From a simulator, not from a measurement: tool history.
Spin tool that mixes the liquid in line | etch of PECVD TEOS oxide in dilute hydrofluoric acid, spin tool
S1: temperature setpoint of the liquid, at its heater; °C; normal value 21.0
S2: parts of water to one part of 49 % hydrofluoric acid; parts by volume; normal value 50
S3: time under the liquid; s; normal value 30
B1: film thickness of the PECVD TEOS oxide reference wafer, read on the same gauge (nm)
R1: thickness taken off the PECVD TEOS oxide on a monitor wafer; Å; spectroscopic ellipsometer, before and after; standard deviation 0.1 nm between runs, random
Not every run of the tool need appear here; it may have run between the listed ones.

{"run": 1, "day": 0.0, "S1": 21.0, "S2": 50, "S3": 30, "B1": 120.0, "R1": 97.6}
{"run": 2, "day": 1.896, "S1": 21.0, "S2": 50, "S3": 30, "B1": 120.02, "R1": 96.5}
{"run": 3, "day": 4.35, "S1": 21.0, "S2": 50, "S3": 30, "B1": 120.01, "R1": 97.3}
{"run": 4, "day": 5.475, "S1": 21.0, "S2": 50, "S3": 30, "B1": 120.0, "R1": 96.2}
{"run": 5, "day": 7.404, "S1": 21.0, "S2": 50, "S3": 30, "B1": 119.97, "R1": 95.5}
{"run": 6, "day": 9.796, "S1": 21.0, "S2": 50, "S3": 30, "B1": 119.97, "R1": 93.2}
{"run": 7, "day": 12.138, "S1": 21.0, "S2": 50, "S3": 30, "B1": 119.99, "R1": 91.7}
{"run": 8, "day": 14.442, "S1": 21.0, "S2": 50, "S3": 30, "B1": 119.99, "R1": 92.6}
{"day": 16.375, "done": "hydrofluoric acid flow meter replaced"}
{"run": 9, "day": 16.629, "S1": 21.0, "S2": 50, "S3": 30, "B1": 120.01, "R1": 104.9}
{"run": 10, "day": 17.933, "S1": 17.5, "S2": 50, "S3": 40, "B1": 120.02, "R1": 119.9}
{"day": 20.0, "done": "thermometer replaced"}
{"run": 11, "day": 20.546, "S1": 19.5, "S2": 50, "S3": 30, "B1": 120.02, "R1": 108.0}
{"run": 12, "day": 22.567, "S1": 21.0, "S2": 50, "S3": 30, "B1": 120.02, "R1": 114.4}
{"run": 13, "day": 26.583, "S1": 18.5, "S2": 30, "S3": 30, "B1": 120.01, "R1": 172.4}
{"run": 14, "day": 29.308, "S1": 22.5, "S2": 50, "S3": 45, "B1": 120.0, "R1": 178.6}
{"run": 15, "day": 31.7, "S1": 21.0, "S2": 30, "S3": 30, "B1": 120.02, "R1": 189.2}
{"day": 32.35, "done": "gauge calibrated"}
{"run": 16, "day": 33.175, "S1": 17.5, "S2": 50, "S3": 40, "B1": 120.01, "R1": 125.8}
{"run": 17, "day": 38.471, "S1": 21.0, "S2": 60, "S3": 30, "B1": 120.02, "R1": 90.4}
{"run": 18, "day": 41.025, "S1": 21.0, "S2": 40, "S3": 30, "B1": 120.02, "R1": 135.9}

Here are 5 independent what-if runs from the current tool condition. What would each one return?
{"run": "A", "day": 41.042, "S1": 24.5, "S2": 50, "S3": 30, "B1": "?", "R1": "?"}
{"run": "B", "day": 41.042, "S1": 25.0, "S2": 50, "S3": 30, "B1": "?", "R1": "?"}
{"run": "C", "day": 41.042, "S1": 24.0, "S2": 70, "S3": 50, "B1": "?", "R1": "?"}
{"run": "D", "day": 41.042, "S1": 21.0, "S2": 65, "S3": 30, "B1": "?", "R1": "?"}
{"run": "E", "day": 41.042, "S1": 23.5, "S2": 65, "S3": 30, "B1": "?", "R1": "?"}

run=A B1=120.01 R1=122.6
run=B B1=120.01 R1=125.1
run=C B1=120.01 R1=139.1
run=D B1=120.01 R1=79.9
run=E B1=120.01 R1=88.7
With the hidden condition removed and each run's random variation left untouched, the same runs would have given:
run=A R1=133.4
run=B R1=136.1
run=C R1=151.5
run=D R1=87.1
run=E R1=96.6
